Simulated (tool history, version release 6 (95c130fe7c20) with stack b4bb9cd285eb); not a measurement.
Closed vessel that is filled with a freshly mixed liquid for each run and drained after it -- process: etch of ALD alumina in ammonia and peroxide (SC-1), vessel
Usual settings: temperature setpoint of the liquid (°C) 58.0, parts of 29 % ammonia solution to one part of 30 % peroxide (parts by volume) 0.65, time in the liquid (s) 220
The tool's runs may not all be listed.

run,hour,temperature setpoint of the liquid (°C),parts of 29 % ammonia solution to one part of 30 % peroxide (parts by volume),time in the liquid (s),"read-back film thickness of the ALD alumina reference wafer, read on the same gauge (nm)",thickness taken off the ALD alumina on a monitor wafer (nm)
1,0.0,58.0,0.55,220,140.03,13.57
2,34.2,58.0,0.55,220,140.00,13.65
3,139.0,58.0,0.65,280,140.00,17.57
4,165.0,58.0,0.65,280,139.99,17.50
5,188.1,58.0,0.65,280,139.99,17.56
6,222.1,58.0,0.65,220,139.98,13.81
7,242.4,58.0,0.65,220,139.99,13.85
# hour 243.6: new drum of ammonia solution connected
8,266.8,58.0,0.65,185,140.01,11.49
9,286.0,58.0,0.65,185,140.00,11.50
10,299.4,58.0,0.65,185,139.99,11.47
11,330.5,58.0,0.65,260,140.00,16.15
12,360.5,58.0,0.65,220,140.00,13.68
13,377.9,58.0,0.55,110,140.00,6.72
14,397.4,52.5,0.35,125,140.00,5.47
# hour 425.5: new drum of ammonia solution connected, repeated, since the last time left the tool worse
15,426.5,52.5,0.75,120,139.96,5.75
16,442.9,58.0,0.65,220,140.00,13.79
17,463.5,58.0,0.50,145,140.00,8.95
18,489.9,49.5,0.40,265,139.98,10.14
19,522.8,66.0,0.65,315,140.02,29.66
20,538.3,58.0,0.40,145,139.97,8.72
# hour 540.9: gauge calibrated
# hour 553.2: ammonia flow meter replaced
21,555.9,65.5,0.55,105,140.00,9.49
# hour 571.6: thermometer replaced
22,576.5,67.0,0.85,315,140.01,32.07
23,594.1,64.5,0.40,220,140.01,18.42
24,629.8,52.5,0.55,275,139.98,12.76
25,665.3,61.5,0.65,335,140.01,25.18
26,684.1,58.0,0.65,220,139.99,13.81
27,716.9,58.0,0.65,220,140.02,13.80
28,748.6,58.0,0.45,180,140.00,10.95
29,771.5,58.0,0.65,220,140.00,13.73
30,805.7,52.5,0.35,125,139.99,5.53

Here are 3 independent what-if runs from the current tool condition. What would each one return?
A,806.4,58.0,0.65,220,?,?
B,806.4,63.5,0.80,220,?,?
C,806.4,58.0,0.35,285,?,?

run,"read-back film thickness of the ALD alumina reference wafer, read on the same gauge (nm)",thickness taken off the ALD alumina on a monitor wafer (nm)
A,140.00,13.76
B,140.00,18.58
C,140.00,16.81
The same runs, with their run-to-run variation unchanged, on a tool lacking any hidden condition would have given:
run,thickness taken off the ALD alumina on a monitor wafer (nm)
A,13.82
B,18.66
C,16.88
